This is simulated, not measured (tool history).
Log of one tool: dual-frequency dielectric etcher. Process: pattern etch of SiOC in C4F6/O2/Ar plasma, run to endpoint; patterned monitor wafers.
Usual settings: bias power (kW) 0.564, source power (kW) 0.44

| run | day | bias power (kW) | source power (kW) | wafers since the last listed run | hours since the last wet clean | hours since the last bias power generator calibration | hours since the last source power generator calibration | hours since the last upper electrode change | incoming incoming film thickness, nm | endpoint time (s) |
|---|---|---|---|---|---|---|---|---|---|---|
| 1 | 0 | 0.564 | 0.44 | 0 | 17.2 | 3500.1 | 2210.2 | 1830.6 | 51.5 | 15.9 |
| 2 | 0.633 | 0.564 | 0.44 | 277 | 32.4 | 3515.3 | 2225.4 | 1845.8 | 50.4 | 15.5 |
| 3 | 1.488 | 0.564 | 0.44 | 374 | 52.9 | 3535.8 | 2245.9 | 1866.3 | 51.3 | 15.8 |
| 4 | 2.979 | 0.564 | 0.44 | 653 | 88.7 | 3571.6 | 2281.7 | 1902.1 | 50.7 | 15.7 |
| 5 | 3.8 | 0.564 | 0.44 | 359 | 108.4 | 3591.3 | 2301.4 | 1921.8 | 51 | 15.7 |
| 6 | 7.162 | 0.564 | 0.44 | 1473 | 189.1 | 3672 | 2382.1 | 2002.5 | 50.6 | 15.8 |
| 7 | 8.125 | 0.564 | 0.44 | 421 | 212.2 | 3695.1 | 2405.2 | 2025.6 | 51.6 | 16.2 |
| 8 | 9.075 | 0.564 | 0.44 | 416 | 235 | 3717.9 | 2428 | 2048.4 | 50.4 | 15.9 |
| 9 | 10.525 | 0.564 | 0.44 | 635 | 269.8 | 3752.7 | 2462.8 | 2083.2 | 50.7 | 16 |
| 10 | 11.858 | 0.564 | 0.44 | 584 | 301.8 | 3784.7 | 2494.8 | 2115.2 | 51.2 | 16.2 |
| 11 | 12.842 | 0.564 | 0.44 | 430 | 325.4 | 3808.3 | 2518.4 | 2138.8 | 51.2 | 16.3 |
| 12 | 14.179 | 0.564 | 0.44 | 586 | 357.5 | 3840.4 | 2550.5 | 2170.9 | 50.6 | 16.1 |
|  | 15.458 | wet clean of the chamber |
| 13 | 15.479 | 0.564 | 0.44 | 131 | 0.5 | 3871.6 | 2581.7 | 2202.1 | 51.2 | 15.6 |
| 14 | 15.883 | 0.564 | 0.44 | 177 | 10.2 | 3881.3 | 2591.4 | 2211.8 | 51.1 | 15.6 |
| 15 | 16.717 | 0.564 | 0.44 | 365 | 30.2 | 3901.3 | 2611.4 | 2231.8 | 50.8 | 15.6 |
|  | 18.138 | bias power generator calibrated |
| 16 | 19.825 | 0.645 | 0.36 | 1289 | 104.8 | 40.5 | 2686 | 2306.4 | 51.1 | 16.1 |
| 17 | 20.412 | 0.64 | 0.52 | 257 | 118.9 | 54.6 | 2700.1 | 2320.5 | 51.4 | 14.2 |
|  | 21.625 | upper electrode replaced |
| 18 | 21.646 | 0.454 | 0.38 | 102 | 148.5 | 84.2 | 2729.7 | 0.5 | 50.5 | 18.2 |
| 19 | 22.2 | 0.564 | 0.44 | 242 | 161.8 | 97.5 | 2743 | 13.8 | 50.9 | 15.9 |
| 20 | 23.629 | 0.564 | 0.48 | 626 | 196.1 | 131.8 | 2777.3 | 48.1 | 50.5 | 15.2 |
| 21 | 24.6 | 0.613 | 0.4 | 425 | 219.4 | 155.1 | 2800.6 | 71.4 | 51.4 | 16.2 |
| 22 | 25.892 | 0.669 | 0.35 | 566 | 250.4 | 186.1 | 2831.6 | 102.4 | 50.9 | 16.1 |
|  | 26.35 | source power generator calibrated |
|  | 28.146 | wet clean of the chamber |
| 23 | 28.167 | 0.678 | 0.35 | 485 | 0.5 | 240.7 | 43.6 | 157 | 50.4 | 15.4 |
| 24 | 28.692 | 0.663 | 0.37 | 230 | 13.1 | 253.3 | 56.2 | 169.6 | 50.8 | 15.4 |
| 25 | 30.017 | 0.515 | 0.48 | 580 | 44.9 | 285.1 | 88 | 201.4 | 51 | 15.7 |
| 26 | 30.792 | 0.703 | 0.41 | 339 | 63.5 | 303.7 | 106.6 | 220 | 51.1 | 14.6 |
| 27 | 31.996 | 0.695 | 0.44 | 527 | 92.4 | 332.6 | 135.5 | 248.9 | 50.5 | 14.2 |
| 28 | 32.633 | 0.564 | 0.44 | 279 | 107.7 | 347.9 | 150.8 | 264.2 | 51.2 | 15.7 |
| 29 | 33.579 | 0.639 | 0.37 | 414 | 130.4 | 370.6 | 173.5 | 286.9 | 51.5 | 16.1 |
| 30 | 34.525 | 0.564 | 0.44 | 414 | 153.1 | 393.3 | 196.2 | 309.6 | 51 | 15.9 |
| 31 | 35.796 | 0.564 | 0.33 | 556 | 183.6 | 423.8 | 226.7 | 340.1 | 50.9 | 17.6 |
| 32 | 36.85 | 0.613 | 0.4 | 461 | 208.9 | 449.1 | 252 | 365.4 | 51 | 15.8 |
| 33 | 37.933 | 0.678 | 0.51 | 474 | 234.9 | 475.1 | 278 | 391.4 | 51.6 | 14.1 |
| 34 | 39.154 | 0.682 | 0.37 | 535 | 264.2 | 504.4 | 307.3 | 420.7 | 50.9 | 15.7 |

Results per run with the tool's hidden condition removed, run-to-run variation unchanged:
The tool's hidden condition here consists of: etch rate over this chamber's usual, %; bias power that arrives over what is set, %; source power that arrives over what is set, %.
| run | endpoint time (s) |
|---|---|
| 1 | 15.9 |
| 2 | 15.4 |
| 3 | 15.7 |
| 4 | 15.5 |
| 5 | 15.6 |
| 6 | 15.5 |
| 7 | 15.8 |
| 8 | 15.5 |
| 9 | 15.6 |
| 10 | 15.7 |
| 11 | 15.8 |
| 12 | 15.5 |
| 13 | 15.6 |
| 14 | 15.6 |
| 15 | 15.6 |
| 16 | 16 |
| 17 | 14 |
| 18 | 18 |
| 19 | 15.6 |
| 20 | 15 |
| 21 | 15.9 |
| 22 | 15.8 |
| 23 | 15.5 |
| 24 | 15.5 |
| 25 | 15.8 |
| 26 | 14.6 |
| 27 | 14.1 |
| 28 | 15.7 |
| 29 | 16 |
| 30 | 15.7 |
| 31 | 17.4 |
| 32 | 15.6 |
| 33 | 13.9 |
| 34 | 15.4 |
